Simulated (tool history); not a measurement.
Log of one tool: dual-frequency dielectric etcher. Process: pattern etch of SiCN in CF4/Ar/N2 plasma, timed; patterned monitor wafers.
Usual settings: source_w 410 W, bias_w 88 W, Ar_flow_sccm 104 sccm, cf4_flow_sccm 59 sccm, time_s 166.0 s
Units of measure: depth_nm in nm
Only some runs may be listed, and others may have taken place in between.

run	hour	source_w	bias_w	Ar_flow_sccm	cf4_flow_sccm	time_s	wafers since the last listed run	hours since the last wet clean	hours since the last source power generator calibration	hours since the last bias power generator calibration	hours since the last Ar flow controller change	hours since the last CF4 flow controller change	hours since the last upper electrode change	hours since the gauge calibration	read-back reference wafer on the same gauge, depth_nm	depth_nm
1	0.0	480	88	104	67	207.0	0	300.4	4257.9	43.8	85.3	9.8	4968.6	563.1	152.3	206.9
# hour 13.0: source power generator calibrated
# hour 27.7: upper electrode replaced
2	28.2	380	102	104	59	166.0	74	328.6	15.2	72.0	113.5	38.0	0.5	591.3	152.3	146.3
3	28.6	410	105	104	59	189.5	3	329.0	15.6	72.4	113.9	38.4	0.9	591.7	152.0	179.4
# hour 34.2: gauge calibrated
4	43.6	410	88	104	59	166.0	118	344.0	30.6	87.4	128.9	53.4	15.9	9.4	151.8	146.6
5	54.1	410	88	104	71	192.5	82	354.5	41.1	97.9	139.4	63.9	26.4	19.9	151.9	171.9
6	60.4	410	88	91	59	166.0	49	360.8	47.4	104.2	145.7	70.2	32.7	26.2	151.7	148.3
7	70.0	500	73	114	59	131.0	75	370.4	57.0	113.8	155.3	79.8	42.3	35.8	151.9	121.0
8	106.1	360	82	113	59	166.0	284	406.5	93.1	149.9	191.4	115.9	78.4	71.9	152.1	127.2
# hour 142.4: wet clean of the chamber
9	142.9	410	82	104	73	142.5	100	0.5	129.9	186.7	228.2	152.7	115.2	108.7	151.9	120.6
10	143.3	410	88	104	69	166.0	3	0.9	130.3	187.1	228.6	153.1	115.6	109.1	152.1	143.7
11	143.7	410	88	104	59	166.0	3	1.3	130.7	187.5	229.0	153.5	116.0	109.5	151.9	140.5
12	151.5	410	88	104	59	166.0	61	9.1	138.5	195.3	236.8	161.3	123.8	117.3	152.1	139.0
13	167.4	410	88	104	53	182.0	125	25.0	154.4	211.2	252.7	177.2	139.7	133.2	152.1	152.4
14	182.0	410	103	79	45	140.5	115	39.6	169.0	225.8	267.3	191.8	154.3	147.8	152.2	127.6
15	197.8	410	95	123	53	166.0	124	55.4	184.8	241.6	283.1	207.6	170.1	163.6	151.9	141.6
16	210.8	410	88	104	59	166.0	102	68.4	197.8	254.6	296.1	220.6	183.1	176.6	152.3	140.3
17	223.4	380	88	79	59	204.5	99	81.0	210.4	267.2	308.7	233.2	195.7	189.2	151.5	172.2
18	236.8	410	88	104	59	166.0	105	94.4	223.8	280.6	322.1	246.6	209.1	202.6	152.2	143.1
19	246.7	490	88	104	59	190.0	78	104.3	233.7	290.5	332.0	256.5	219.0	212.5	151.9	187.1
20	263.4	410	88	104	59	166.0	131	121.0	250.4	307.2	348.7	273.2	235.7	229.2	151.9	141.6

For each run, what was the tool's unlogged condition?
source power that arrives over what is set, %: 0 on each run
bias power that arrives over what is set, %: 0 on each run
Ar flow that arrives over what is set, %: 0 on each run
CF4 flow that arrives over what is set, %: 0 on each run
gauge reads high (%): 0 on each run
H1: etch rate over this chamber's usual, %
run	H1
1	3.74
2	4.08
3	4.09
4	4.27
5	4.4
6	4.47
7	4.59
8	5.03
9	0.601
10	0.606
11	0.61
12	0.705
13	0.897
14	1.07
15	1.26
16	1.42
17	1.57
18	1.74
19	1.86
20	2.06
